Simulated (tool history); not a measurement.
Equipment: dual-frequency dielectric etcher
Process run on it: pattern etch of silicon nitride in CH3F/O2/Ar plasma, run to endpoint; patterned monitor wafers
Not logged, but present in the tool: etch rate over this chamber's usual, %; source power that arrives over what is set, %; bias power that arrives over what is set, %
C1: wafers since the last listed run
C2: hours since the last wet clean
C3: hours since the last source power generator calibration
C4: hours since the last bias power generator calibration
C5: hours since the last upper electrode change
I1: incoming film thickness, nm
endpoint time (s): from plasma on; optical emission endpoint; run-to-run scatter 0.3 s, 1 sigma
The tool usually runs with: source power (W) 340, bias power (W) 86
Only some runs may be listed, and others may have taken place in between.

Run 1, hour 0: usual settings; C1 0; C2 97.3; C3 2269.6; C4 1586.2; C5 4497.2; I1 35.29. Result: endpoint time (s) 57.5.
Run 2, hour 103: usual settings but source power (W) 370; C1 1353; C2 200.3; C3 2372.6; C4 1689.2; C5 4600.2; I1 35.5. Result: endpoint time (s) 56.2.
Run 3, hour 176.4: usual settings but source power (W) 370; C1 964; C2 273.7; C3 2446; C4 1762.6; C5 4673.6; I1 35.81. Result: endpoint time (s) 56.5.
Run 4, hour 274: usual settings but bias power (W) 80; C1 1282; C2 371.3; C3 2543.6; C4 1860.2; C5 4771.2; I1 35.87. Result: endpoint time (s) 60.
Run 5, hour 311.8: usual settings but bias power (W) 80; C1 496; C2 409.1; C3 2581.4; C4 1898; C5 4809; I1 35.21. Result: endpoint time (s) 59.6.
At hour 369.1: upper electrode replaced.
Run 6, hour 372: usual settings but bias power (W) 80; C1 475; C2 469.3; C3 2641.6; C4 1958.2; C5 2.9; I1 35.15. Result: endpoint time (s) 58.5.
Run 7, hour 411.3: usual settings but source power (W) 360; C1 516; C2 508.6; C3 2680.9; C4 1997.5; C5 42.2; I1 35.58. Result: endpoint time (s) 57.2.
At hour 416.6: bias power generator calibrated.
At hour 455.2: wet clean of the chamber.
Run 8, hour 512.5: usual settings but source power (W) 260; C1 961; C2 57.3; C3 2782.1; C4 95.9; C5 143.4; I1 35.16. Result: endpoint time (s) 62.9.
Run 9, hour 595.2: usual settings but source power (W) 380, bias power (W) 74; C1 1086; C2 140; C3 2864.8; C4 178.6; C5 226.1; I1 35.61. Result: endpoint time (s) 59.4.
Run 10, hour 654.8: usual settings but source power (W) 410, bias power (W) 97; C1 783; C2 199.6; C3 2924.4; C4 238.2; C5 285.7; I1 35.44. Result: endpoint time (s) 51.9.
At hour 678: source power generator calibrated.
Run 11, hour 738.9: usual settings but source power (W) 410, bias power (W) 68; C1 1052; C2 283.7; C3 60.9; C4 322.3; C5 369.8; I1 35.4. Result: endpoint time (s) 59.5.
Run 12, hour 821.4: usual settings; C1 1084; C2 366.2; C3 143.4; C4 404.8; C5 452.3; I1 35.53. Result: endpoint time (s) 57.6.
Run 13, hour 886.4: usual settings but bias power (W) 107; C1 854; C2 431.2; C3 208.4; C4 469.8; C5 517.3; I1 35.39. Result: endpoint time (s) 52.9.
At hour 1054.1: wet clean of the chamber.
Run 14, hour 1054.6: usual settings but source power (W) 290, bias power (W) 99; C1 1894; C2 0.5; C3 376.6; C4 638; C5 685.5; I1 35.64. Result: endpoint time (s) 58.
Run 15, hour 1081: usual settings but source power (W) 280; C1 346; C2 26.9; C3 403; C4 664.4; C5 711.9; I1 35.32. Result: endpoint time (s) 61.3.

What if the next run were any one of these 4? Each begins from the tool's condition after run 15:
Run A, hour 1081.4: usual settings but bias power (W) 65; C1 5; C2 27.3; C3 403.4; C4 664.8; C5 712.3; I1 35.68. Result: endpoint time (s) ?.
Run B, hour 1081.4: usual settings but source power (W) 290, bias power (W) 102; C1 5; C2 27.3; C3 403.4; C4 664.8; C5 712.3; I1 35.68. Result: endpoint time (s) ?.
Run C, hour 1081.4: usual settings but source power (W) 310; C1 5; C2 27.3; C3 403.4; C4 664.8; C5 712.3; I1 35.68. Result: endpoint time (s) ?.
Run D, hour 1081.4: usual settings but source power (W) 360, bias power (W) 97; C1 5; C2 27.3; C3 403.4; C4 664.8; C5 712.3; I1 35.68. Result: endpoint time (s) ?.

run  endpoint time (s)
  A               64.7
  B               57.5
  C               60.1
  D               54.6
What these runs would have given with no unlogged condition in the tool:
run  endpoint time (s)
  A               64.7
  B               57.5
  C               60.1
  D               54.6

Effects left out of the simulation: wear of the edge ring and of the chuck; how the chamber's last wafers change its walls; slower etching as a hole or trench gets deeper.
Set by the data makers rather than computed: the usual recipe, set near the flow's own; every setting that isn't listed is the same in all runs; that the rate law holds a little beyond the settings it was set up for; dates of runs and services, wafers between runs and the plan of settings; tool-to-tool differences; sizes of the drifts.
